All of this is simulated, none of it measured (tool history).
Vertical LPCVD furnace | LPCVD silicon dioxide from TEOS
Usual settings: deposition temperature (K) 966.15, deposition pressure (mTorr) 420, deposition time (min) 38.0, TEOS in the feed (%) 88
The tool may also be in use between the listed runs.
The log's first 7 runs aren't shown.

run,hour,deposition temperature (K),deposition pressure (mTorr),deposition time (min),TEOS in the feed (%),"read-back reference wafer on the same gauge, thickness",film thickness on the monitor wafer in the middle of the boat (nm)
8,318.6,966.15,420,38.0,88,299.23,318.52
9,356.7,966.15,370,38.0,97,298.44,312.09
10,386.0,966.15,420,38.0,88,298.83,317.74
11,424.3,966.15,490,27.5,88,298.79,250.78
12,454.8,966.15,420,38.0,88,299.25,319.28
13,510.1,970.15,420,38.0,88,298.94,349.07
14,577.0,963.15,465,38.0,97,298.98,327.66
15,615.4,966.15,370,38.0,88,299.26,299.00
16,716.4,959.15,420,46.0,88,298.98,326.45
17,760.8,966.15,420,25.5,88,298.81,214.88
# hour 817.0: thermocouples replaced and temperature profile calibrated
18,817.5,973.15,495,48.5,88,299.04,512.49
19,869.2,966.15,490,45.0,97,299.03,420.10
20,920.5,966.15,350,38.0,72,298.69,258.68
21,972.8,966.15,420,38.0,78,298.36,295.61
22,999.6,966.15,420,38.0,88,298.60,315.73
# hour 1033.9: TEOS flow controller replaced
23,1059.4,977.15,420,27.0,88,298.81,287.73
24,1103.1,973.15,420,38.0,88,299.36,369.28
25,1170.3,973.15,420,38.0,88,298.97,370.00
# hour 1226.6: pressure gauge zeroed
26,1239.8,966.15,420,38.0,88,298.68,313.99
27,1440.3,966.15,495,38.0,97,298.86,361.19
28,1488.9,970.15,420,38.0,88,299.46,345.82
29,1523.5,966.15,495,38.0,82,299.08,331.26
30,1555.5,966.15,420,38.0,88,299.11,313.50

5 ways to go on from here, each from the tool as it stands after run 30. What would each give?
A,1560.9,966.15,420,38.0,88,?,?
B,1560.9,966.15,420,50.0,88,?,?
C,1560.9,966.15,420,46.5,97,?,?
D,1560.9,960.15,420,23.5,93,?,?
E,1560.9,966.15,345,38.0,88,?,?

run,"read-back reference wafer on the same gauge, thickness",film thickness on the monitor wafer in the middle of the boat (nm)
A,299.64,315.90
B,299.64,415.65
C,299.64,405.84
D,299.64,174.18
E,299.64,286.30
Without the tool's hidden state the same runs would have given:
run,film thickness on the monitor wafer in the middle of the boat (nm)
A,312.09
B,410.65
C,400.96
D,172.06
E,282.86
